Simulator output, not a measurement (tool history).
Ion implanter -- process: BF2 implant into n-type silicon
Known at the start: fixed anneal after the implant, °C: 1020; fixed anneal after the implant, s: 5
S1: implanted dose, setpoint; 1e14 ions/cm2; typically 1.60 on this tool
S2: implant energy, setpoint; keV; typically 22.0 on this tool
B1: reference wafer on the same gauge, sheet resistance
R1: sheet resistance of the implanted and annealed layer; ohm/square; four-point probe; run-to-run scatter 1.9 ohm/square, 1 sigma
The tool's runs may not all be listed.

run	hour	S1	S2	B1	R1
1	0.0	1.60	22.0	596.76	642.28
# hour 7.7: gauge calibrated
2	11.5	1.60	22.0	596.29	639.29
3	43.6	1.60	22.0	596.38	643.58
4	59.1	1.60	22.0	595.75	638.90
5	68.4	1.60	28.0	596.07	622.44
6	81.9	1.60	28.0	596.34	622.74
# hour 90.2: Faraday cup replaced and dose calibrated
7	90.7	1.60	28.0	596.34	622.30
8	97.3	1.33	16.0	596.21	785.00
# hour 108.7: extraction supply calibrated
9	110.0	1.60	22.0	596.06	640.93
10	123.5	1.60	14.5	596.11	675.36
11	133.3	1.60	22.0	595.36	639.08
# hour 141.1: gauge calibrated
12	148.1	1.85	18.5	596.44	580.42
13	154.9	1.88	27.0	595.80	547.80
14	178.7	1.60	22.0	595.60	642.20
15	222.1	1.60	24.0	596.17	635.57

State the hidden condition of the tool at each of the runs:
deviation of the true dose from the Faraday cup's reading, %: 0 on each run
deviation of the true energy from its setpoint, %: 0 on each run
gauge reads high (%): 0 on each run
